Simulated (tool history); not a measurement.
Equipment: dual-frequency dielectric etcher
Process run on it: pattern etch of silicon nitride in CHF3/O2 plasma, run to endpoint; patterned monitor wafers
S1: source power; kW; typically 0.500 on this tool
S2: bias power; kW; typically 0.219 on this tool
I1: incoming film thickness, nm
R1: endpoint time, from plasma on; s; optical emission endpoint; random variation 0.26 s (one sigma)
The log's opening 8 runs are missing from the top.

{"run": 9, "hour": 164.0, "S1": 0.5, "S2": 0.24, "I1": 88.3, "R1": 55.7}
{"run": 10, "hour": 188.4, "S1": 0.5, "S2": 0.24, "I1": 87.7, "R1": 55.2}
{"hour": 226.6, "done": "wet clean of the chamber"}
{"run": 11, "hour": 227.1, "S1": 0.5, "S2": 0.219, "I1": 87.3, "R1": 54.2}
{"run": 12, "hour": 228.1, "S1": 0.5, "S2": 0.219, "I1": 88.3, "R1": 54.3}
{"run": 13, "hour": 260.5, "S1": 0.5, "S2": 0.219, "I1": 88.2, "R1": 54.8}
{"run": 14, "hour": 277.9, "S1": 0.5, "S2": 0.219, "I1": 87.6, "R1": 54.6}
{"run": 15, "hour": 291.3, "S1": 0.5, "S2": 0.219, "I1": 87.6, "R1": 54.9}
{"run": 16, "hour": 305.5, "S1": 0.4, "S2": 0.202, "I1": 87.3, "R1": 60.3}
{"hour": 323.8, "done": "bias power generator calibrated"}
{"run": 17, "hour": 340.4, "S1": 0.45, "S2": 0.259, "I1": 87.4, "R1": 54.8}
{"run": 18, "hour": 361.3, "S1": 0.5, "S2": 0.219, "I1": 88.1, "R1": 55.6}
{"run": 19, "hour": 390.9, "S1": 0.5, "S2": 0.219, "I1": 87.2, "R1": 55.2}
{"run": 20, "hour": 409.0, "S1": 0.44, "S2": 0.238, "I1": 87.6, "R1": 56.7}
{"run": 21, "hour": 433.9, "S1": 0.44, "S2": 0.239, "I1": 88.0, "R1": 57.7}
{"hour": 457.1, "done": "source power generator calibrated"}
{"run": 22, "hour": 457.6, "S1": 0.5, "S2": 0.219, "I1": 86.6, "R1": 54.9}
{"hour": 484.4, "done": "upper electrode replaced"}
{"run": 23, "hour": 513.8, "S1": 0.57, "S2": 0.219, "I1": 86.7, "R1": 53.1}
{"run": 24, "hour": 595.4, "S1": 0.6, "S2": 0.219, "I1": 86.8, "R1": 52.5}
{"run": 25, "hour": 616.4, "S1": 0.5, "S2": 0.219, "I1": 87.4, "R1": 57.4}
{"run": 26, "hour": 645.7, "S1": 0.5, "S2": 0.219, "I1": 87.3, "R1": 56.9}
{"hour": 684.7, "done": "wet clean of the chamber"}
{"run": 27, "hour": 685.2, "S1": 0.5, "S2": 0.219, "I1": 87.8, "R1": 54.5}
{"run": 28, "hour": 696.5, "S1": 0.58, "S2": 0.219, "I1": 87.2, "R1": 51.4}
{"run": 29, "hour": 717.3, "S1": 0.4, "S2": 0.182, "I1": 87.6, "R1": 61.2}
{"run": 30, "hour": 730.2, "S1": 0.55, "S2": 0.264, "I1": 88.8, "R1": 51.5}

Branching from run 30: 4 alternative next runs. What would each branch give?
{"run": "A", "hour": 730.6, "S1": 0.5, "S2": 0.219, "I1": 87.7, "R1": "?"}
{"run": "B", "hour": 730.6, "S1": 0.42, "S2": 0.219, "I1": 87.7, "R1": "?"}
{"run": "C", "hour": 730.6, "S1": 0.5, "S2": 0.26, "I1": 87.7, "R1": "?"}
{"run": "D", "hour": 730.6, "S1": 0.61, "S2": 0.257, "I1": 87.7, "R1": "?"}

run=A R1=55.3
run=B R1=58.9
run=C R1=53.0
run=D R1=49.4
Stripped of hidden state, with their random variation kept, the same runs would have yielded:
run=A R1=54.6
run=B R1=58.1
run=C R1=52.3
run=D R1=48.8

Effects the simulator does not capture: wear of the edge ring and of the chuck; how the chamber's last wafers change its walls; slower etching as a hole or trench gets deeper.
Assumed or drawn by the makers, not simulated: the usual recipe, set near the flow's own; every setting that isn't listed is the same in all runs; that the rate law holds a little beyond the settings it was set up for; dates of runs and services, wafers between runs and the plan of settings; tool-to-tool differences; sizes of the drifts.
